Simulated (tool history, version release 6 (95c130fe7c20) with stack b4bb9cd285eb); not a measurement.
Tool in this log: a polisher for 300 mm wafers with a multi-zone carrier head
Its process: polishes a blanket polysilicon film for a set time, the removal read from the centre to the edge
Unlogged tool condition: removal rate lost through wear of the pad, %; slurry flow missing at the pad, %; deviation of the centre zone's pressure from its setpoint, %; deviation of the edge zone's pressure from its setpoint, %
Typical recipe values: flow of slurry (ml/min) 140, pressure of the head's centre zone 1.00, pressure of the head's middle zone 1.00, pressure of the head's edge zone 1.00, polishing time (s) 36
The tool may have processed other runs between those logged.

| run | hour | flow of slurry (ml/min) | pressure of the head's centre zone | pressure of the head's middle zone | pressure of the head's edge zone | polishing time (s) | wafers since the last listed run | wafers polished on this pad | hours since the slurry nozzle was cleaned | hours since the centre zone pressure was calibrated | hours since the edge zone pressure was calibrated | hours since the carrier head's membrane was replaced | incoming thickness of the incoming film, nm | film removed at the wafer's centre (Å) | film removed at mid-radius (Å) | film removed at the wafer's edge (Å) |
|---|---|---|---|---|---|---|---|---|---|---|---|---|---|---|---|---|
| 1 | 0.0 | 140 | 1.00 | 1.00 | 1.00 | 36 | 0 | 742 | 102.3 | 151.2 | 135.6 | 1528.9 | 950.8 | 2883 | 2932 | 2998 |
| 2 | 55.1 | 140 | 1.00 | 1.00 | 1.00 | 36 | 440 | 1182 | 157.4 | 206.3 | 190.7 | 1584.0 | 931.8 | 2896 | 3006 | 2966 |
|  | 80.0 | worn pad replaced by a new one |
| 3 | 88.2 | 140 | 1.00 | 1.00 | 1.00 | 36 | 232 | 65 | 190.5 | 239.4 | 223.8 | 1617.1 | 930.0 | 2894 | 2926 | 2928 |
| 4 | 120.1 | 140 | 1.00 | 1.00 | 1.00 | 36 | 254 | 320 | 222.4 | 271.3 | 255.7 | 1649.0 | 935.6 | 2918 | 2971 | 2920 |
| 5 | 170.4 | 140 | 1.08 | 1.00 | 1.00 | 36 | 401 | 722 | 272.7 | 321.6 | 306.0 | 1699.3 | 946.3 | 3126 | 3078 | 2936 |
| 6 | 218.2 | 140 | 1.00 | 1.00 | 1.00 | 40 | 381 | 1103 | 320.5 | 369.4 | 353.8 | 1747.1 | 929.9 | 3185 | 3290 | 3297 |
|  | 237.1 | worn pad replaced by a new one |
| 7 | 264.6 | 140 | 1.00 | 1.00 | 1.00 | 40 | 338 | 219 | 366.9 | 415.8 | 400.2 | 1793.5 | 949.2 | 3180 | 3364 | 3284 |
|  | 322.8 | slurry nozzle cleaned |
|  | 337.5 | carrier head's membrane replaced by a new one |
| 8 | 350.6 | 140 | 1.00 | 1.00 | 1.00 | 36 | 639 | 858 | 27.8 | 501.8 | 486.2 | 13.1 | 945.7 | 2847 | 2978 | 3000 |
|  | 376.8 | worn pad replaced by a new one |
|  | 406.4 | edge zone pressure recalibrated |
|  | 409.6 | centre zone pressure recalibrated |
| 9 | 413.7 | 140 | 1.10 | 1.05 | 1.06 | 36 | 440 | 262 | 90.9 | 4.1 | 7.3 | 76.2 | 953.5 | 3229 | 3116 | 3034 |
| 10 | 438.6 | 95 | 1.00 | 1.00 | 1.00 | 36 | 198 | 461 | 115.8 | 29.0 | 32.2 | 101.1 | 935.6 | 2576 | 2580 | 2737 |
| 11 | 490.7 | 185 | 1.00 | 1.07 | 1.06 | 36 | 416 | 877 | 167.9 | 81.1 | 84.3 | 153.2 | 926.9 | 3112 | 3316 | 3224 |
| 12 | 520.9 | 140 | 1.00 | 1.08 | 1.00 | 45 | 241 | 1119 | 198.1 | 111.3 | 114.5 | 183.4 | 942.3 | 3678 | 3902 | 3758 |
|  | 530.6 | worn pad replaced by a new one |
| 13 | 556.4 | 140 | 1.00 | 1.11 | 0.92 | 36 | 251 | 205 | 233.6 | 146.8 | 150.0 | 218.9 | 939.0 | 2933 | 3184 | 2822 |
| 14 | 593.3 | 140 | 1.05 | 1.04 | 1.00 | 36 | 294 | 500 | 270.5 | 183.7 | 186.9 | 255.8 | 940.6 | 3081 | 3033 | 2976 |
| 15 | 633.7 | 120 | 1.00 | 1.00 | 1.00 | 36 | 322 | 823 | 310.9 | 224.1 | 227.3 | 296.2 | 940.7 | 2774 | 2887 | 2911 |

5 ways to go on from here, each from the tool as it stands after run 15. What would each give?
| A | 634.1 | 140 | 1.00 | 1.00 | 1.00 | 36 | 3 | 826 | 311.3 | 224.5 | 227.7 | 296.6 | 953.4 | ? | ? | ? |
| B | 634.1 | 110 | 1.00 | 0.90 | 1.00 | 36 | 3 | 826 | 311.3 | 224.5 | 227.7 | 296.6 | 953.4 | ? | ? | ? |
| C | 634.1 | 140 | 1.00 | 0.93 | 1.00 | 36 | 3 | 826 | 311.3 | 224.5 | 227.7 | 296.6 | 953.4 | ? | ? | ? |
| D | 634.1 | 140 | 0.93 | 1.00 | 1.00 | 42 | 3 | 826 | 311.3 | 224.5 | 227.7 | 296.6 | 953.4 | ? | ? | ? |
| E | 634.1 | 140 | 0.92 | 1.00 | 0.97 | 36 | 3 | 826 | 311.3 | 224.5 | 227.7 | 296.6 | 953.4 | ? | ? | ? |

| run | film removed at the wafer's centre (Å) | film removed at mid-radius (Å) | film removed at the wafer's edge (Å) |
|---|---|---|---|
| A | 2895 | 3019 | 2998 |
| B | 2694 | 2612 | 2873 |
| C | 2894 | 2852 | 3000 |
| D | 3139 | 3524 | 3498 |
| E | 2661 | 3021 | 2954 |
Without the tool's unlogged condition, the same runs would have read:
| run | film removed at the wafer's centre (Å) | film removed at mid-radius (Å) | film removed at the wafer's edge (Å) |
|---|---|---|---|
| A | 2951 | 3019 | 2998 |
| B | 2746 | 2612 | 2873 |
| C | 2950 | 2852 | 3000 |
| D | 3200 | 3524 | 3497 |
| E | 2713 | 3020 | 2954 |

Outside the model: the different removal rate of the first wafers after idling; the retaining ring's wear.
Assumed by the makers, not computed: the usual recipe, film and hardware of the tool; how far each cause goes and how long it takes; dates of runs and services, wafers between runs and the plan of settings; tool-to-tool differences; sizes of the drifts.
